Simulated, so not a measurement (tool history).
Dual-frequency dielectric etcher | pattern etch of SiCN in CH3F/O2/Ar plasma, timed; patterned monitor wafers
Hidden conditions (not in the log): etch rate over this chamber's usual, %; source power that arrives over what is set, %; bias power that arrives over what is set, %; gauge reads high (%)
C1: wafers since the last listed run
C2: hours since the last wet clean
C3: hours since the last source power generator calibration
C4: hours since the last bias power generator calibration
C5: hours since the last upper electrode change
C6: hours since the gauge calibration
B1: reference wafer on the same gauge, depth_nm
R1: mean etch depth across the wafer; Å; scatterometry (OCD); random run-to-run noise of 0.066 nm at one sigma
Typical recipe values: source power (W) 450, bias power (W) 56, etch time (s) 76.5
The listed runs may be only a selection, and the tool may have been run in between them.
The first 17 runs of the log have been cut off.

{"run": 18, "day": 17.162, "source power (W)": 530, "bias power (W)": 56, "etch time (s)": 69.5, "C1": 223, "C2": 374.9, "C3": 1322.8, "C4": 1687.8, "C5": 163.8, "C6": 447.3, "B1": 28.09, "R1": 264.1}
{"run": 19, "day": 18.042, "source power (W)": 410, "bias power (W)": 66, "etch time (s)": 92.0, "C1": 280, "C2": 396.0, "C3": 1343.9, "C4": 1708.9, "C5": 184.9, "C6": 468.4, "B1": 28.09, "R1": 315.3}
{"run": 20, "day": 19.304, "source power (W)": 450, "bias power (W)": 69, "etch time (s)": 90.5, "C1": 403, "C2": 426.3, "C3": 1374.2, "C4": 1739.2, "C5": 215.2, "C6": 498.7, "B1": 28.09, "R1": 335.2}
{"day": 20.738, "done": "wet clean of the chamber"}
{"day": 21.033, "done": "bias power generator calibrated"}
{"run": 21, "day": 22.925, "source power (W)": 450, "bias power (W)": 56, "etch time (s)": 76.5, "C1": 784, "C2": 52.5, "C3": 1461.1, "C4": 45.4, "C5": 302.1, "C6": 585.6, "B1": 28.1, "R1": 259.6}
{"run": 22, "day": 24.075, "source power (W)": 360, "bias power (W)": 56, "etch time (s)": 92.0, "C1": 367, "C2": 80.1, "C3": 1488.7, "C4": 73.0, "C5": 329.7, "C6": 613.2, "B1": 28.1, "R1": 271.1}
{"run": 23, "day": 25.142, "source power (W)": 450, "bias power (W)": 56, "etch time (s)": 76.5, "C1": 340, "C2": 105.7, "C3": 1514.3, "C4": 98.6, "C5": 355.3, "C6": 638.8, "B1": 28.1, "R1": 260.6}
{"day": 25.642, "done": "gauge calibrated"}
{"day": 25.783, "done": "source power generator calibrated"}
{"run": 24, "day": 26.425, "source power (W)": 450, "bias power (W)": 49, "etch time (s)": 61.5, "C1": 356, "C2": 136.5, "C3": 15.4, "C4": 129.4, "C5": 386.1, "C6": 18.8, "B1": 28.12, "R1": 197.8}
{"run": 25, "day": 27.5, "source power (W)": 340, "bias power (W)": 65, "etch time (s)": 64.0, "C1": 343, "C2": 162.3, "C3": 41.2, "C4": 155.2, "C5": 411.9, "C6": 44.6, "B1": 28.11, "R1": 185.2}

Estimate the outcome of run 26 from the log above:
{"run": 26, "day": 28.779, "source power (W)": 380, "bias power (W)": 61, "etch time (s)": 88.5, "C1": 408, "C2": 193.0, "C3": 71.9, "C4": 185.9, "C5": 442.6, "C6": 75.3, "B1": "?", "R1": "?"}

Run 26 gave B1 28.11, R1 272.8 Å.
Without the tool's hidden state the same run would have given R1 269.0 Å.

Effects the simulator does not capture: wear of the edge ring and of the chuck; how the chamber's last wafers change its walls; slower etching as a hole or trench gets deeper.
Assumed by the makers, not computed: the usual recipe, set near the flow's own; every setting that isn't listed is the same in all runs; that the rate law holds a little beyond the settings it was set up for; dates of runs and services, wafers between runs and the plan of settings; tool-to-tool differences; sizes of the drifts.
